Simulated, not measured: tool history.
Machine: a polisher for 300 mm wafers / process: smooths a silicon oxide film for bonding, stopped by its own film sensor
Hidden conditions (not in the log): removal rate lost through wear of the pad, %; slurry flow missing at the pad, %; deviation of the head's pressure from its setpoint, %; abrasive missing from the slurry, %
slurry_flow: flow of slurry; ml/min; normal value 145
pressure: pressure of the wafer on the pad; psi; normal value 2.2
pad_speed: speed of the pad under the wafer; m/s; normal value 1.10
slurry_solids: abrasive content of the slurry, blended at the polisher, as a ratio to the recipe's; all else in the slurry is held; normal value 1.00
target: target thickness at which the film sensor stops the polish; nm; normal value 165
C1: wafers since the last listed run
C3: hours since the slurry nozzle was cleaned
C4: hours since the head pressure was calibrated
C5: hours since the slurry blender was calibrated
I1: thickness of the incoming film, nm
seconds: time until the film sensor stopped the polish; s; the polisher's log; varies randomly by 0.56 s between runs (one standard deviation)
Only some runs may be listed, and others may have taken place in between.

{"run": 1, "hour": 0.0, "slurry_flow": 145, "pressure": 2.2, "pad_speed": 1.34, "slurry_solids": 1.0, "target": 165, "C1": 0, "wafers polished on this pad": 546, "C3": 192.3, "C4": 36.0, "C5": 33.3, "I1": 192.6, "seconds": 37.5}
{"hour": 11.5, "done": "slurry nozzle cleaned"}
{"run": 2, "hour": 26.5, "slurry_flow": 145, "pressure": 2.2, "pad_speed": 1.34, "slurry_solids": 1.0, "target": 165, "C1": 330, "wafers polished on this pad": 876, "C3": 15.0, "C4": 62.5, "C5": 59.8, "I1": 185.9, "seconds": 28.5}
{"run": 3, "hour": 72.9, "slurry_flow": 145, "pressure": 2.2, "pad_speed": 1.34, "slurry_solids": 1.0, "target": 165, "C1": 600, "wafers polished on this pad": 1477, "C3": 61.4, "C4": 108.9, "C5": 106.2, "I1": 189.5, "seconds": 36.4}
{"hour": 80.3, "done": "worn pad replaced by a new one"}
{"run": 4, "hour": 88.0, "slurry_flow": 145, "pressure": 2.2, "pad_speed": 1.1, "slurry_solids": 1.0, "target": 165, "C1": 143, "wafers polished on this pad": 100, "C3": 76.5, "C4": 124.0, "C5": 121.3, "I1": 193.0, "seconds": 44.6}
{"run": 5, "hour": 108.2, "slurry_flow": 145, "pressure": 2.2, "pad_speed": 1.1, "slurry_solids": 1.0, "target": 165, "C1": 261, "wafers polished on this pad": 361, "C3": 96.7, "C4": 144.2, "C5": 141.5, "I1": 190.9, "seconds": 40.7}
{"hour": 115.7, "done": "slurry blender recalibrated"}
{"run": 6, "hour": 130.6, "slurry_flow": 145, "pressure": 2.2, "pad_speed": 1.1, "slurry_solids": 1.0, "target": 165, "C1": 264, "wafers polished on this pad": 625, "C3": 119.1, "C4": 166.6, "C5": 14.9, "I1": 189.0, "seconds": 37.4}
{"run": 7, "hour": 146.0, "slurry_flow": 145, "pressure": 2.2, "pad_speed": 1.1, "slurry_solids": 1.0, "target": 165, "C1": 199, "wafers polished on this pad": 825, "C3": 134.5, "C4": 182.0, "C5": 30.3, "I1": 189.9, "seconds": 41.1}
{"run": 8, "hour": 172.4, "slurry_flow": 145, "pressure": 2.2, "pad_speed": 1.2, "slurry_solids": 1.0, "target": 165, "C1": 341, "wafers polished on this pad": 1166, "C3": 160.9, "C4": 208.4, "C5": 56.7, "I1": 192.1, "seconds": 43.4}
{"hour": 203.4, "done": "worn pad replaced by a new one"}
{"run": 9, "hour": 203.9, "slurry_flow": 145, "pressure": 2.2, "pad_speed": 1.2, "slurry_solids": 1.0, "target": 165, "C1": 355, "wafers polished on this pad": 6, "C3": 192.4, "C4": 239.9, "C5": 88.2, "I1": 190.2, "seconds": 35.9}
{"hour": 228.4, "done": "slurry nozzle cleaned"}
{"run": 10, "hour": 233.4, "slurry_flow": 145, "pressure": 2.2, "pad_speed": 1.1, "slurry_solids": 1.0, "target": 165, "C1": 368, "wafers polished on this pad": 375, "C3": 5.0, "C4": 269.4, "C5": 117.7, "I1": 188.7, "seconds": 36.5}
{"hour": 239.4, "done": "slurry blender recalibrated"}
{"run": 11, "hour": 260.9, "slurry_flow": 145, "pressure": 2.2, "pad_speed": 1.1, "slurry_solids": 1.0, "target": 165, "C1": 330, "wafers polished on this pad": 705, "C3": 32.5, "C4": 296.9, "C5": 21.5, "I1": 189.2, "seconds": 38.2}
{"run": 12, "hour": 289.9, "slurry_flow": 145, "pressure": 2.2, "pad_speed": 1.1, "slurry_solids": 1.0, "target": 165, "C1": 375, "wafers polished on this pad": 1080, "C3": 61.5, "C4": 325.9, "C5": 50.5, "I1": 187.8, "seconds": 37.2}
{"run": 13, "hour": 325.8, "slurry_flow": 145, "pressure": 2.2, "pad_speed": 1.1, "slurry_solids": 1.0, "target": 165, "C1": 464, "wafers polished on this pad": 1545, "C3": 97.4, "C4": 361.8, "C5": 86.4, "I1": 187.1, "seconds": 38.4}
{"hour": 344.2, "done": "worn pad replaced by a new one, of another model than before"}
{"run": 14, "hour": 358.3, "slurry_flow": 145, "pressure": 2.7, "pad_speed": 1.2, "slurry_solids": 1.15, "target": 172, "C1": 368, "wafers polished on this pad": 182, "C3": 129.9, "C4": 394.3, "C5": 118.9, "I1": 190.2, "seconds": 23.2}
{"hour": 381.4, "done": "slurry blender recalibrated"}
{"run": 15, "hour": 393.8, "slurry_flow": 145, "pressure": 2.0, "pad_speed": 1.1, "slurry_solids": 1.0, "target": 165, "C1": 433, "wafers polished on this pad": 616, "C3": 165.4, "C4": 429.8, "C5": 12.4, "I1": 187.8, "seconds": 38.2}
{"run": 16, "hour": 421.0, "slurry_flow": 145, "pressure": 2.2, "pad_speed": 1.1, "slurry_solids": 1.0, "target": 165, "C1": 352, "wafers polished on this pad": 968, "C3": 192.6, "C4": 457.0, "C5": 39.6, "I1": 189.5, "seconds": 39.6}
{"hour": 432.2, "done": "slurry nozzle cleaned"}
{"run": 17, "hour": 443.7, "slurry_flow": 145, "pressure": 2.8, "pad_speed": 0.82, "slurry_solids": 1.15, "target": 163, "C1": 280, "wafers polished on this pad": 1249, "C3": 11.5, "C4": 479.7, "C5": 62.3, "I1": 193.3, "seconds": 51.2}
{"run": 18, "hour": 467.0, "slurry_flow": 145, "pressure": 2.6, "pad_speed": 1.1, "slurry_solids": 1.0, "target": 165, "C1": 301, "wafers polished on this pad": 1551, "C3": 34.8, "C4": 503.0, "C5": 85.6, "I1": 189.3, "seconds": 40.6}
{"run": 19, "hour": 482.6, "slurry_flow": 145, "pressure": 2.2, "pad_speed": 1.38, "slurry_solids": 1.1, "target": 165, "C1": 201, "wafers polished on this pad": 1752, "C3": 50.4, "C4": 518.6, "C5": 101.2, "I1": 190.5, "seconds": 38.1}
{"hour": 496.0, "done": "worn pad replaced by a new one"}
{"hour": 507.1, "done": "head pressure recalibrated"}
{"run": 20, "hour": 510.5, "slurry_flow": 145, "pressure": 2.2, "pad_speed": 1.1, "slurry_solids": 1.0, "target": 165, "C1": 283, "wafers polished on this pad": 161, "C3": 78.3, "C4": 3.4, "C5": 129.1, "I1": 186.0, "seconds": 33.0}
{"hour": 513.0, "done": "slurry blender recalibrated"}
{"run": 21, "hour": 526.6, "slurry_flow": 110, "pressure": 1.7, "pad_speed": 1.3, "slurry_solids": 1.0, "target": 165, "C1": 182, "wafers polished on this pad": 344, "C3": 94.4, "C4": 19.5, "C5": 13.6, "I1": 186.4, "seconds": 34.3}
{"run": 22, "hour": 559.2, "slurry_flow": 115, "pressure": 2.2, "pad_speed": 1.1, "slurry_solids": 1.0, "target": 165, "C1": 422, "wafers polished on this pad": 766, "C3": 127.0, "C4": 52.1, "C5": 46.2, "I1": 188.3, "seconds": 37.5}
{"run": 23, "hour": 593.2, "slurry_flow": 145, "pressure": 2.6, "pad_speed": 1.1, "slurry_solids": 1.0, "target": 172, "C1": 440, "wafers polished on this pad": 1206, "C3": 161.0, "C4": 86.1, "C5": 80.2, "I1": 192.2, "seconds": 31.3}
{"hour": 609.8, "done": "worn pad replaced by a new one"}
{"run": 24, "hour": 627.9, "slurry_flow": 145, "pressure": 2.2, "pad_speed": 0.82, "slurry_solids": 1.0, "target": 171, "C1": 397, "wafers polished on this pad": 233, "C3": 195.7, "C4": 120.8, "C5": 114.9, "I1": 191.1, "seconds": 38.0}
{"hour": 635.4, "done": "slurry blender recalibrated"}
{"run": 25, "hour": 654.3, "slurry_flow": 145, "pressure": 2.2, "pad_speed": 0.74, "slurry_solids": 1.0, "target": 165, "C1": 315, "wafers polished on this pad": 549, "C3": 222.1, "C4": 147.2, "C5": 18.9, "I1": 194.1, "seconds": 59.0}
{"run": 26, "hour": 666.6, "slurry_flow": 145, "pressure": 2.2, "pad_speed": 1.1, "slurry_solids": 1.0, "target": 165, "C1": 159, "wafers polished on this pad": 709, "C3": 234.4, "C4": 159.5, "C5": 31.2, "I1": 190.0, "seconds": 39.5}

List, for all runs, the conditions of the tool that the log does not record:
slurry flow missing at the pad, %: 0 in every run
deviation of the head's pressure from its setpoint, %: 0 in every run
abrasive missing from the slurry, %: 0 in every run
H1: removal rate lost through wear of the pad, %
run=1 H1=1.68
run=2 H1=3.81
run=3 H1=9.82
run=4 H1=2.15
run=5 H1=2.64
run=6 H1=3.82
run=7 H1=5.03
run=8 H1=7.85
run=9 H1=1.05
run=10 H1=1.66
run=11 H1=3.28
run=12 H1=6.1
run=13 H1=11.2
run=14 H1=1.3
run=15 H1=2.83
run=16 H1=5.15
run=17 H1=7.85
run=18 H1=11.4
run=19 H1=14.1
run=20 H1=0.798
run=21 H1=1.29
run=22 H1=3.35
run=23 H1=7.03
run=24 H1=1.64
run=25 H1=2.75
run=26 H1=3.59

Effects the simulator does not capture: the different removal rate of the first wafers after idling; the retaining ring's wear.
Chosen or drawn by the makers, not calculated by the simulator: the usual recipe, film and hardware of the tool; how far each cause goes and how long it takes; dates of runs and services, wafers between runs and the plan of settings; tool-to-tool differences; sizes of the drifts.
